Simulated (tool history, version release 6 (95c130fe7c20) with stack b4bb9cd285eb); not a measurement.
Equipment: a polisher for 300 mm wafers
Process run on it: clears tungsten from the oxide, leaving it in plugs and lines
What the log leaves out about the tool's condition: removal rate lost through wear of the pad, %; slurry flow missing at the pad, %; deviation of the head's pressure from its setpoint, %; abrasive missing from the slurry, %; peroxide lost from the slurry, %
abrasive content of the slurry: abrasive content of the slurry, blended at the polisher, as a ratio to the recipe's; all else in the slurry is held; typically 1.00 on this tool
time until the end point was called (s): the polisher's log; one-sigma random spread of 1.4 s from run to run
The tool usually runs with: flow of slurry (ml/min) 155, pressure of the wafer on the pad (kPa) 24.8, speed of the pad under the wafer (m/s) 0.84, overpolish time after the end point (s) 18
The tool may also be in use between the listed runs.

| run | hour | flow of slurry (ml/min) | pressure of the wafer on the pad (kPa) | speed of the pad under the wafer (m/s) | abrasive content of the slurry | overpolish time after the end point (s) | wafers since the last listed run | wafers polished on this pad | hours since the slurry nozzle was cleaned | hours since the head pressure was calibrated | hours since the slurry blender was calibrated | hours since the slurry got fresh peroxide | incoming thickness of the incoming film, nm | time until the end point was called (s) |
|---|---|---|---|---|---|---|---|---|---|---|---|---|---|---|
| 1 | 0.0 | 155 | 24.8 | 0.84 | 1.00 | 18 | 0 | 714 | 190.1 | 669.3 | 12.4 | 171.8 | 411.4 | 110.4 |
| 2 | 49.2 | 155 | 24.8 | 0.84 | 1.00 | 18 | 343 | 1057 | 239.3 | 718.5 | 61.6 | 221.0 | 404.6 | 111.8 |
|  | 57.8 | slurry tank refilled with fresh slurry and peroxide |
|  | 63.8 | head pressure recalibrated |
| 3 | 76.9 | 135 | 19.3 | 0.84 | 1.00 | 18 | 172 | 1230 | 267.0 | 13.1 | 89.3 | 19.1 | 408.7 | 143.9 |
|  | 101.0 | worn pad replaced by a new one |
| 4 | 194.0 | 135 | 19.3 | 0.84 | 1.00 | 18 | 789 | 648 | 384.1 | 130.2 | 206.4 | 136.2 | 407.0 | 146.2 |
| 5 | 219.7 | 155 | 24.8 | 0.84 | 1.00 | 18 | 179 | 828 | 409.8 | 155.9 | 232.1 | 161.9 | 412.4 | 112.9 |
| 6 | 277.9 | 155 | 24.8 | 0.84 | 1.00 | 18 | 406 | 1234 | 468.0 | 214.1 | 290.3 | 220.1 | 418.1 | 114.8 |
|  | 298.8 | slurry tank refilled with fresh slurry and peroxide |
|  | 303.0 | worn pad replaced by a new one |
| 7 | 345.6 | 155 | 24.8 | 0.84 | 1.00 | 18 | 437 | 297 | 535.7 | 281.8 | 358.0 | 46.8 | 409.5 | 112.6 |
| 8 | 392.2 | 155 | 24.8 | 0.84 | 1.00 | 18 | 325 | 622 | 582.3 | 328.4 | 404.6 | 93.4 | 416.0 | 115.7 |
|  | 480.4 | slurry blender recalibrated |
|  | 518.8 | worn pad replaced by a new one |
|  | 530.6 | slurry tank refilled with fresh slurry and peroxide |
| 9 | 545.0 | 155 | 24.8 | 0.84 | 1.00 | 18 | 1017 | 175 | 735.1 | 481.2 | 64.6 | 14.4 | 415.6 | 117.2 |
| 10 | 579.6 | 155 | 24.8 | 0.68 | 0.90 | 18 | 241 | 416 | 769.7 | 515.8 | 99.2 | 49.0 | 411.3 | 140.7 |
|  | 582.4 | slurry nozzle cleaned |
| 11 | 605.0 | 175 | 24.8 | 0.66 | 1.00 | 18 | 170 | 587 | 22.6 | 541.2 | 124.6 | 74.4 | 419.3 | 130.2 |
| 12 | 676.9 | 155 | 24.8 | 0.60 | 1.00 | 18 | 501 | 1088 | 94.5 | 613.1 | 196.5 | 146.3 | 409.5 | 145.5 |
| 13 | 717.0 | 155 | 33.8 | 0.94 | 1.25 | 9 | 279 | 1368 | 134.6 | 653.2 | 236.6 | 186.4 | 409.9 | 69.7 |
|  | 720.9 | head pressure recalibrated |
|  | 737.8 | worn pad replaced by a new one |
|  | 741.6 | slurry tank refilled with fresh slurry and peroxide |
| 14 | 754.9 | 205 | 31.7 | 0.84 | 1.00 | 24 | 215 | 112 | 172.5 | 34.0 | 274.5 | 13.3 | 409.0 | 82.4 |
| 15 | 795.8 | 155 | 20.7 | 0.74 | 0.90 | 18 | 285 | 397 | 213.4 | 74.9 | 315.4 | 54.2 | 412.3 | 153.5 |
| 16 | 865.6 | 155 | 24.8 | 0.84 | 1.00 | 18 | 486 | 884 | 283.2 | 144.7 | 385.2 | 124.0 | 404.8 | 109.6 |
|  | 911.2 | slurry blender recalibrated |
|  | 917.9 | worn pad replaced by a new one |
|  | 930.7 | slurry tank refilled with fresh slurry and peroxide |
| 17 | 931.2 | 115 | 24.8 | 0.76 | 1.00 | 18 | 408 | 85 | 348.8 | 210.3 | 20.0 | 0.5 | 412.1 | 131.9 |
| 18 | 999.3 | 155 | 24.8 | 0.84 | 1.00 | 18 | 475 | 560 | 416.9 | 278.4 | 88.1 | 68.6 | 405.1 | 111.2 |
| 19 | 1058.0 | 155 | 24.8 | 0.60 | 1.00 | 18 | 409 | 970 | 475.6 | 337.1 | 146.8 | 127.3 | 404.4 | 147.2 |

Below are 3 alternative next runs, each starting from the tool's condition after run 19. Predict each:
| A | 1058.5 | 155 | 24.8 | 0.84 | 1.00 | 18 | 3 | 973 | 476.1 | 337.6 | 147.3 | 127.8 | 404.9 | ? |
| B | 1058.5 | 130 | 24.8 | 1.08 | 1.00 | 8 | 3 | 973 | 476.1 | 337.6 | 147.3 | 127.8 | 404.9 | ? |
| C | 1058.5 | 185 | 24.8 | 1.06 | 1.00 | 8 | 3 | 973 | 476.1 | 337.6 | 147.3 | 127.8 | 404.9 | ? |

| run | time until the end point was called (s) |
|---|---|
| A | 111.3 |
| B | 91.9 |
| C | 88.4 |
What these runs would have given with no unlogged condition in the tool:
| run | time until the end point was called (s) |
|---|---|
| A | 105.2 |
| B | 86.2 |
| C | 84.0 |
